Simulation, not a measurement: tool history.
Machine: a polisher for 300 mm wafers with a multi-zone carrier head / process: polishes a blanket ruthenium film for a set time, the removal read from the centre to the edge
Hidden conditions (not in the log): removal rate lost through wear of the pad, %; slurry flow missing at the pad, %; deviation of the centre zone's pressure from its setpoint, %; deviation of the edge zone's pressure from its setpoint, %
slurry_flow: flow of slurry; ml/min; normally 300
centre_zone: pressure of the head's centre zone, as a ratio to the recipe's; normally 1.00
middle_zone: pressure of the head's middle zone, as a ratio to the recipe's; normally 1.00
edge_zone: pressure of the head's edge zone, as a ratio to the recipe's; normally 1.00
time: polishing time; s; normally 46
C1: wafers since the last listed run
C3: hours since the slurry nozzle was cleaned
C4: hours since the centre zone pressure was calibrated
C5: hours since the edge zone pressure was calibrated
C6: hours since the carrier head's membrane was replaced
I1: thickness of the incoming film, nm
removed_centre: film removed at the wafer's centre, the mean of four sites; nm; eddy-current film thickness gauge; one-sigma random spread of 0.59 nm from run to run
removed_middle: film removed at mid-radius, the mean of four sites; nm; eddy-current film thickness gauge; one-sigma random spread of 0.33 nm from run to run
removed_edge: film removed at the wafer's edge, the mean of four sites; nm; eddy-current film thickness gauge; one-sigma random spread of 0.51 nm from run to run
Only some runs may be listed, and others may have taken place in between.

run 1 day=0.000 | slurry_flow=300 centre_zone=1.09 middle_zone=1.00 edge_zone=1.00 time=46 | C1=0 wafers_polished_on_this_pad=5 C3=48.3 C4=119.4 C5=1378.2 C6=76.4 | I1=581.0 | removed_centre=52.4 removed_middle=47.3 removed_edge=48.2
run 2 day=0.450 | slurry_flow=300 centre_zone=1.00 middle_zone=1.00 edge_zone=1.00 time=46 | C1=125 wafers_polished_on_this_pad=131 C3=59.1 C4=130.2 C5=1389.0 C6=87.2 | I1=579.2 | removed_centre=47.4 removed_middle=47.2 removed_edge=47.0
-- day=0.542 edge zone pressure recalibrated
run 3 day=1.088 | slurry_flow=300 centre_zone=1.11 middle_zone=1.00 edge_zone=1.00 time=46 | C1=154 wafers_polished_on_this_pad=285 C3=74.4 C4=145.5 C5=13.1 C6=102.5 | I1=578.8 | removed_centre=53.1 removed_middle=47.1 removed_edge=46.8
run 4 day=2.233 | slurry_flow=300 centre_zone=1.00 middle_zone=1.00 edge_zone=1.00 time=46 | C1=319 wafers_polished_on_this_pad=605 C3=101.9 C4=173.0 C5=40.6 C6=130.0 | I1=578.0 | removed_centre=48.7 removed_middle=46.9 removed_edge=47.5
run 5 day=3.342 | slurry_flow=300 centre_zone=1.00 middle_zone=1.10 edge_zone=0.94 time=39 | C1=309 wafers_polished_on_this_pad=914 C3=128.5 C4=199.6 C5=67.2 C6=156.6 | I1=573.7 | removed_centre=40.6 removed_middle=42.8 removed_edge=38.5
run 6 day=3.988 | slurry_flow=300 centre_zone=1.00 middle_zone=1.10 edge_zone=0.93 time=32 | C1=180 wafers_polished_on_this_pad=1094 C3=144.0 C4=215.1 C5=82.7 C6=172.1 | I1=568.8 | removed_centre=32.0 removed_middle=35.1 removed_edge=31.3
run 7 day=4.962 | slurry_flow=300 centre_zone=1.00 middle_zone=1.00 edge_zone=1.00 time=46 | C1=271 wafers_polished_on_this_pad=1366 C3=167.4 C4=238.5 C5=106.1 C6=195.5 | I1=574.5 | removed_centre=46.6 removed_middle=46.3 removed_edge=46.4
run 8 day=5.938 | slurry_flow=220 centre_zone=1.11 middle_zone=1.00 edge_zone=1.00 time=54 | C1=271 wafers_polished_on_this_pad=1638 C3=190.8 C4=261.9 C5=129.5 C6=218.9 | I1=579.3 | removed_centre=58.8 removed_middle=51.6 removed_edge=54.0
run 9 day=6.721 | slurry_flow=335 centre_zone=1.00 middle_zone=1.00 edge_zone=1.08 time=46 | C1=218 wafers_polished_on_this_pad=1857 C3=209.6 C4=280.7 C5=148.3 C6=237.7 | I1=570.6 | removed_centre=47.1 removed_middle=46.4 removed_edge=48.4
run 10 day=7.362 | slurry_flow=370 centre_zone=1.00 middle_zone=1.09 edge_zone=1.00 time=46 | C1=179 wafers_polished_on_this_pad=2036 C3=225.0 C4=296.1 C5=163.7 C6=253.1 | I1=589.5 | removed_centre=47.4 removed_middle=50.2 removed_edge=46.1
-- day=11.104 worn pad replaced by a new one
run 11 day=11.217 | slurry_flow=300 centre_zone=1.00 middle_zone=1.10 edge_zone=1.00 time=46 | C1=1028 wafers_polished_on_this_pad=31 C3=317.5 C4=388.6 C5=256.2 C6=345.6 | I1=568.1 | removed_centre=49.8 removed_middle=51.8 removed_edge=47.8
run 12 day=12.583 | slurry_flow=300 centre_zone=0.93 middle_zone=0.92 edge_zone=1.00 time=46 | C1=381 wafers_polished_on_this_pad=412 C3=350.3 C4=421.4 C5=289.0 C6=378.4 | I1=579.1 | removed_centre=44.3 removed_middle=44.0 removed_edge=46.3
-- day=13.292 slurry nozzle cleaned
run 13 day=13.904 | slurry_flow=300 centre_zone=1.00 middle_zone=1.06 edge_zone=1.00 time=46 | C1=356 wafers_polished_on_this_pad=769 C3=14.7 C4=453.1 C5=320.7 C6=410.1 | I1=583.5 | removed_centre=47.8 removed_middle=49.5 removed_edge=47.5
run 14 day=14.667 | slurry_flow=300 centre_zone=1.00 middle_zone=1.00 edge_zone=1.00 time=46 | C1=212 wafers_polished_on_this_pad=982 C3=33.0 C4=471.4 C5=339.0 C6=428.4 | I1=588.2 | removed_centre=48.5 removed_middle=46.5 removed_edge=46.5
run 15 day=15.746 | slurry_flow=300 centre_zone=1.00 middle_zone=1.04 edge_zone=1.10 time=46 | C1=301 wafers_polished_on_this_pad=1283 C3=58.9 C4=497.3 C5=364.9 C6=454.3 | I1=585.6 | removed_centre=48.0 removed_middle=47.9 removed_edge=48.3
run 16 day=16.738 | slurry_flow=300 centre_zone=1.00 middle_zone=1.00 edge_zone=1.00 time=46 | C1=276 wafers_polished_on_this_pad=1560 C3=82.7 C4=521.1 C5=388.7 C6=478.1 | I1=580.7 | removed_centre=48.0 removed_middle=46.6 removed_edge=47.0
run 17 day=18.179 | slurry_flow=300 centre_zone=1.08 middle_zone=1.00 edge_zone=1.00 time=46 | C1=402 wafers_polished_on_this_pad=1962 C3=117.3 C4=555.7 C5=423.3 C6=512.7 | I1=592.3 | removed_centre=51.4 removed_middle=45.7 removed_edge=45.5
run 18 day=19.629 | slurry_flow=235 centre_zone=1.00 middle_zone=1.00 edge_zone=1.00 time=46 | C1=404 wafers_polished_on_this_pad=2366 C3=152.1 C4=590.5 C5=458.1 C6=547.5 | I1=589.8 | removed_centre=44.5 removed_middle=44.9 removed_edge=44.8
-- day=20.471 worn pad replaced by a new one
run 19 day=20.504 | slurry_flow=300 centre_zone=1.00 middle_zone=1.00 edge_zone=1.00 time=46 | C1=197 wafers_polished_on_this_pad=9 C3=173.1 C4=611.5 C5=479.1 C6=568.5 | I1=572.6 | removed_centre=47.7 removed_middle=47.5 removed_edge=47.0
run 20 day=21.358 | slurry_flow=255 centre_zone=1.00 middle_zone=1.00 edge_zone=1.00 time=41 | C1=238 wafers_polished_on_this_pad=247 C3=193.6 C4=632.0 C5=499.6 C6=589.0 | I1=579.7 | removed_centre=41.9 removed_middle=41.4 removed_edge=42.1
run 21 day=22.058 | slurry_flow=225 centre_zone=1.00 middle_zone=1.00 edge_zone=1.00 time=42 | C1=195 wafers_polished_on_this_pad=443 C3=210.4 C4=648.8 C5=516.4 C6=605.8 | I1=580.3 | removed_centre=42.2 removed_middle=42.0 removed_edge=41.9
run 22 day=22.804 | slurry_flow=300 centre_zone=1.00 middle_zone=1.00 edge_zone=1.00 time=46 | C1=208 wafers_polished_on_this_pad=651 C3=228.3 C4=666.7 C5=534.3 C6=623.7 | I1=579.1 | removed_centre=49.1 removed_middle=47.0 removed_edge=48.2
run 23 day=24.088 | slurry_flow=300 centre_zone=0.91 middle_zone=0.95 edge_zone=1.10 time=46 | C1=358 wafers_polished_on_this_pad=1009 C3=259.1 C4=697.5 C5=565.1 C6=654.5 | I1=572.9 | removed_centre=43.3 removed_middle=45.0 removed_edge=48.5

Here are 3 independent what-if runs from the current tool condition. What would each one return?
run A day=24.104 | slurry_flow=300 centre_zone=1.00 middle_zone=1.00 edge_zone=1.00 time=46 | C1=4 wafers_polished_on_this_pad=1013 C3=259.5 C4=697.9 C5=565.5 C6=654.9 | I1=585.2 | removed_centre=? removed_middle=? removed_edge=?
run B day=24.104 | slurry_flow=300 centre_zone=1.00 middle_zone=1.00 edge_zone=1.00 time=38 | C1=4 wafers_polished_on_this_pad=1013 C3=259.5 C4=697.9 C5=565.5 C6=654.9 | I1=585.2 | removed_centre=? removed_middle=? removed_edge=?
run C day=24.104 | slurry_flow=300 centre_zone=1.10 middle_zone=1.00 edge_zone=1.00 time=46 | C1=4 wafers_polished_on_this_pad=1013 C3=259.5 C4=697.9 C5=565.5 C6=654.9 | I1=585.2 | removed_centre=? removed_middle=? removed_edge=?

run=A removed_centre=47.1 removed_middle=46.6 removed_edge=47.6
run=B removed_centre=38.9 removed_middle=38.5 removed_edge=39.3
run=C removed_centre=51.9 removed_middle=46.6 removed_edge=47.6
The same runs, with their run-to-run variation unchanged, on a tool lacking any hidden condition would have given:
run=A removed_centre=48.4 removed_middle=47.9 removed_edge=48.9
run=B removed_centre=40.0 removed_middle=39.6 removed_edge=40.4
run=C removed_centre=53.3 removed_middle=47.9 removed_edge=48.9

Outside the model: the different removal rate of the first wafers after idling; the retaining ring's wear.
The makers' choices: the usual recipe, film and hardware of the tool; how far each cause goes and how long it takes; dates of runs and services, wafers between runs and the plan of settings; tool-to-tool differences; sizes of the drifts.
